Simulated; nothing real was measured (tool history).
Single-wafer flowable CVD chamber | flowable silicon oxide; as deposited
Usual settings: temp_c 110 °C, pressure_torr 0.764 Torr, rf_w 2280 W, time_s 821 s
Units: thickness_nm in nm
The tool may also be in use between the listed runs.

run,hour,temp_c,pressure_torr,rf_w,time_s,"read-back reference wafer on the same gauge, thickness_nm",thickness_nm
1,0.0,110,0.764,2400,821,351.436,321.846
2,60.4,110,0.764,2280,821,351.202,320.054
3,138.1,110,0.764,2280,821,351.178,317.962
4,197.9,99,0.764,2280,821,351.319,480.573
5,284.7,99,0.764,2280,821,350.727,475.861
6,351.0,99,0.764,2280,821,351.030,487.554
7,449.8,110,0.764,2280,821,350.513,324.524
8,546.6,110,0.764,2280,821,350.691,323.819
9,614.1,110,0.764,2280,821,350.856,322.916
10,715.8,110,0.764,2280,821,351.027,324.336
11,782.4,110,0.764,2280,821,351.028,324.534
12,992.0,110,0.916,2280,868,351.216,407.508
13,1060.8,100,0.764,2560,821,350.575,473.140
14,1104.0,96,0.681,2025,821,350.823,480.102
15,1198.8,110,0.764,2280,821,350.381,319.998
16,1253.4,110,0.764,1935,679,351.098,258.959
17,1318.3,110,0.764,2425,978,351.144,385.748
18,1375.5,122,0.655,2455,682,350.914,152.908
19,1479.9,110,0.764,2280,821,350.875,324.330
20,1581.9,110,0.764,2280,821,350.809,321.769
21,1668.9,110,0.764,2280,821,351.196,326.478
22,1875.5,102,0.584,1940,933,351.228,372.291

Taken out of this log: 6 entries between the listed runs. Where each belongs, and how the hidden state differs across it:
Between runs 5 and 6: capacitance manometer re-zeroed and calibrated (hour 297.6)
  true pressure above the setpoint (%): -2.97 -> -0.219
  measured less the result without the state, thickness_nm: -14.497 -> -1.068 nm
Between runs 8 and 9: RF generator calibrated (hour 608.5)
  true pressure above the setpoint (%): -0.356 -> -0.445
  measured less the result without the state, thickness_nm: -1.158 -> -1.443 nm
Between runs 11 and 12: showerhead replaced (hour 874.0)
  true pressure above the setpoint (%): -0.759 -> -1.33
  measured less the result without the state, thickness_nm: -2.480 -> -5.342 nm
Between runs 12 and 13: gauge calibrated (hour 1046.1)
  true pressure above the setpoint (%): -1.33 -> -1.57
  measured less the result without the state, thickness_nm: -5.342 -> -7.524 nm
Between runs 16 and 17: capacitance manometer re-zeroed and calibrated (hour 1285.5)
  true pressure above the setpoint (%): -2.34 -> -0.369
  measured less the result without the state, thickness_nm: -6.185 -> -1.429 nm
Between runs 17 and 18: thermocouple changed; heater temperature recalibrated (hour 1344.4)
  true pressure above the setpoint (%): -0.369 -> -0.385
  measured less the result without the state, thickness_nm: -1.429 -> -0.612 nm
